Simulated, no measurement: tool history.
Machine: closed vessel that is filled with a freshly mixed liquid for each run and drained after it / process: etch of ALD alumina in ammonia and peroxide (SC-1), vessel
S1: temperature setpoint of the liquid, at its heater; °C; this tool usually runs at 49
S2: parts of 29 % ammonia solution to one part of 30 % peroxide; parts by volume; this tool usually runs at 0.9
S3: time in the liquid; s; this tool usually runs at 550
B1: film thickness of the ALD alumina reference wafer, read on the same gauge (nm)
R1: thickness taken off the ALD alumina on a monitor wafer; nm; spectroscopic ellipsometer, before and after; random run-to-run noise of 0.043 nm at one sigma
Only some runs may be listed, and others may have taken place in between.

{"run": 1, "hour": 0.0, "S1": 49, "S2": 0.9, "S3": 550, "B1": 120, "R1": 17.64}
{"run": 2, "hour": 18.4, "S1": 49, "S2": 0.9, "S3": 550, "B1": 120.03, "R1": 17.69}
{"run": 3, "hour": 45.9, "S1": 49, "S2": 0.9, "S3": 550, "B1": 120.01, "R1": 17.64}
{"run": 4, "hour": 63.0, "S1": 49, "S2": 0.9, "S3": 550, "B1": 120, "R1": 17.6}
{"run": 5, "hour": 91.1, "S1": 49, "S2": 0.9, "S3": 550, "B1": 120, "R1": 17.59}
{"run": 6, "hour": 120.6, "S1": 54, "S2": 0.9, "S3": 550, "B1": 120.02, "R1": 23.09}
{"run": 7, "hour": 144.9, "S1": 54, "S2": 0.9, "S3": 550, "B1": 120.01, "R1": 23.09}
{"run": 8, "hour": 167.7, "S1": 54, "S2": 0.9, "S3": 550, "B1": 120.01, "R1": 23.03}
{"run": 9, "hour": 192.7, "S1": 49, "S2": 0.9, "S3": 550, "B1": 120.02, "R1": 17.49}
{"run": 10, "hour": 206.8, "S1": 54, "S2": 0.9, "S3": 335, "B1": 120.01, "R1": 14}
{"run": 11, "hour": 220.3, "S1": 54, "S2": 0.6, "S3": 430, "B1": 120, "R1": 17.3}
{"run": 12, "hour": 242.8, "S1": 49, "S2": 0.9, "S3": 550, "B1": 120.01, "R1": 17.57}
{"hour": 250.0, "done": "new drum of ammonia solution connected"}
{"run": 13, "hour": 271.1, "S1": 49, "S2": 0.55, "S3": 255, "B1": 120.01, "R1": 7.81}
{"run": 14, "hour": 299.9, "S1": 43, "S2": 0.9, "S3": 290, "B1": 120, "R1": 6.64}
{"hour": 314.1, "done": "ammonia flow meter replaced"}
{"run": 15, "hour": 327.0, "S1": 58.5, "S2": 0.45, "S3": 315, "B1": 120.01, "R1": 15.71}
{"hour": 360.6, "done": "thermometer replaced"}
{"run": 16, "hour": 362.7, "S1": 49, "S2": 0.75, "S3": 550, "B1": 120, "R1": 17.52}
{"hour": 364.8, "done": "gauge calibrated"}
{"run": 17, "hour": 376.7, "S1": 54.5, "S2": 1.05, "S3": 410, "B1": 119.99, "R1": 18.18}
{"run": 18, "hour": 402.4, "S1": 49, "S2": 0.9, "S3": 550, "B1": 120.02, "R1": 17.86}
{"run": 19, "hour": 417.9, "S1": 49, "S2": 0.9, "S3": 550, "B1": 120.01, "R1": 17.84}
{"run": 20, "hour": 440.0, "S1": 49, "S2": 0.9, "S3": 550, "B1": 119.97, "R1": 17.7}
{"run": 21, "hour": 471.9, "S1": 49, "S2": 0.65, "S3": 390, "B1": 119.99, "R1": 12.24}
{"run": 22, "hour": 489.5, "S1": 44, "S2": 1.2, "S3": 550, "B1": 120.01, "R1": 13.69}
{"run": 23, "hour": 519.6, "S1": 49, "S2": 0.9, "S3": 550, "B1": 120.01, "R1": 17.73}
{"run": 24, "hour": 552.1, "S1": 49, "S2": 1.2, "S3": 550, "B1": 120.02, "R1": 18.19}
{"run": 25, "hour": 577.7, "S1": 54, "S2": 0.9, "S3": 335, "B1": 120.01, "R1": 14.15}
{"run": 26, "hour": 590.6, "S1": 49, "S2": 0.9, "S3": 550, "B1": 120, "R1": 17.68}
{"run": 27, "hour": 621.4, "S1": 49, "S2": 0.9, "S3": 550, "B1": 120.01, "R1": 17.61}
{"run": 28, "hour": 640.0, "S1": 40, "S2": 1.2, "S3": 380, "B1": 120.02, "R1": 7.46}
{"run": 29, "hour": 667.3, "S1": 55, "S2": 0.7, "S3": 270, "B1": 119.99, "R1": 11.69}

Alternative continuations, all from the tool just after run 29; predict every row:
{"run": "A", "hour": 668.1, "S1": 49, "S2": 0.9, "S3": 550, "B1": "?", "R1": "?"}
{"run": "B", "hour": 668.1, "S1": 44.5, "S2": 1.05, "S3": 335, "B1": "?", "R1": "?"}
{"run": "C", "hour": 668.1, "S1": 46.5, "S2": 0.55, "S3": 450, "B1": "?", "R1": "?"}
{"run": "D", "hour": 668.1, "S1": 44.5, "S2": 1.1, "S3": 760, "B1": "?", "R1": "?"}

run=A B1=120.01 R1=17.66
run=B B1=120.01 R1=8.47
run=C B1=120.01 R1=11.99
run=D B1=120.01 R1=19.31
What these runs would have given with no unlogged condition in the tool:
run=A R1=17.92
run=B R1=8.6
run=C R1=12.17
run=D R1=19.6
